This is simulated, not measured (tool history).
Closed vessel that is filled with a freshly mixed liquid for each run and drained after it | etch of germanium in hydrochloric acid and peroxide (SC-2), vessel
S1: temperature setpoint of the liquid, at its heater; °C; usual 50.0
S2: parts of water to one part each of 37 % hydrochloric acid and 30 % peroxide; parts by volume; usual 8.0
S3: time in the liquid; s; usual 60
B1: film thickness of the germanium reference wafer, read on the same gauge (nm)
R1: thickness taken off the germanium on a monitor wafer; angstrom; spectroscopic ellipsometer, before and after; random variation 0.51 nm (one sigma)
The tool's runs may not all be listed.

run	hour	S1	S2	S3	B1	R1
1	0.0	54.0	7.0	60	149.99	1392.1
2	57.8	50.0	8.0	60	150.00	1224.0
3	110.5	50.0	8.0	60	150.01	1222.3
4	173.7	50.0	5.0	60	149.95	1245.6
5	198.1	50.0	5.0	60	149.98	1229.5
6	246.8	50.0	5.0	60	150.01	1235.3
7	275.4	50.0	8.0	60	150.00	1211.9
8	328.6	50.0	8.0	60	149.94	1166.6
9	380.7	50.0	8.0	60	149.96	1154.4
10	452.5	43.5	8.0	60	150.03	939.7
11	476.6	50.0	6.0	85	149.98	1676.9
12	565.9	50.0	5.5	40	149.99	785.1
13	610.3	50.0	4.5	35	149.99	691.5
14	645.2	47.5	6.0	30	149.96	538.3
15	685.8	50.0	8.0	60	149.97	1286.2
16	715.8	50.0	8.0	60	149.99	1284.7
17	741.9	53.5	6.5	60	150.01	1449.5
18	779.0	42.0	7.0	30	149.98	499.3
19	844.6	53.0	10.5	75	150.02	1710.1
20	903.3	41.0	5.5	90	149.95	1451.8
21	1060.2	58.5	10.5	30	150.02	802.7
22	1118.9	50.0	11.0	60	150.03	1237.3
23	1183.7	50.0	8.0	60	149.95	1267.1
24	1224.5	50.0	8.0	60	150.01	1268.1
25	1251.0	50.0	8.0	30	149.96	634.4
26	1310.9	53.0	9.0	30	149.98	687.3
27	1350.4	53.0	6.0	30	149.97	705.7
28	1538.1	50.0	8.0	45	149.96	941.9
29	1567.6	50.0	8.0	60	150.02	1253.5

Not shown: 5 entries that the log had between the listed runs. Between which runs, and how does the tool's hidden state differ before and after?
Between runs 6 and 7: chemicals flow meter replaced (hour 262.5)
  liquid colder than its thermometer reads (K): 1.75 -> 1.77
  measured less the result without the state, R1: -72.1 -> -70.5 angstrom
Between runs 7 and 8: thermometer replaced (hour 317.0)
  liquid colder than its thermometer reads (K): 1.77 -> 3.01
  measured less the result without the state, R1: -70.5 -> -118.2 angstrom
Between runs 14 and 15: thermometer replaced, repeated, since the last time left the tool worse (hour 652.1)
  liquid colder than its thermometer reads (K): 3.25 -> 0.0476
  measured less the result without the state, R1: -60.8 -> -2.1 angstrom
Between runs 22 and 23: gauge calibrated (hour 1131.8); new drum of peroxide connected (hour 1133.2)
  liquid colder than its thermometer reads (K): 0.376 -> 0.426
  measured less the result without the state, R1: -14.9 -> -17.5 angstrom

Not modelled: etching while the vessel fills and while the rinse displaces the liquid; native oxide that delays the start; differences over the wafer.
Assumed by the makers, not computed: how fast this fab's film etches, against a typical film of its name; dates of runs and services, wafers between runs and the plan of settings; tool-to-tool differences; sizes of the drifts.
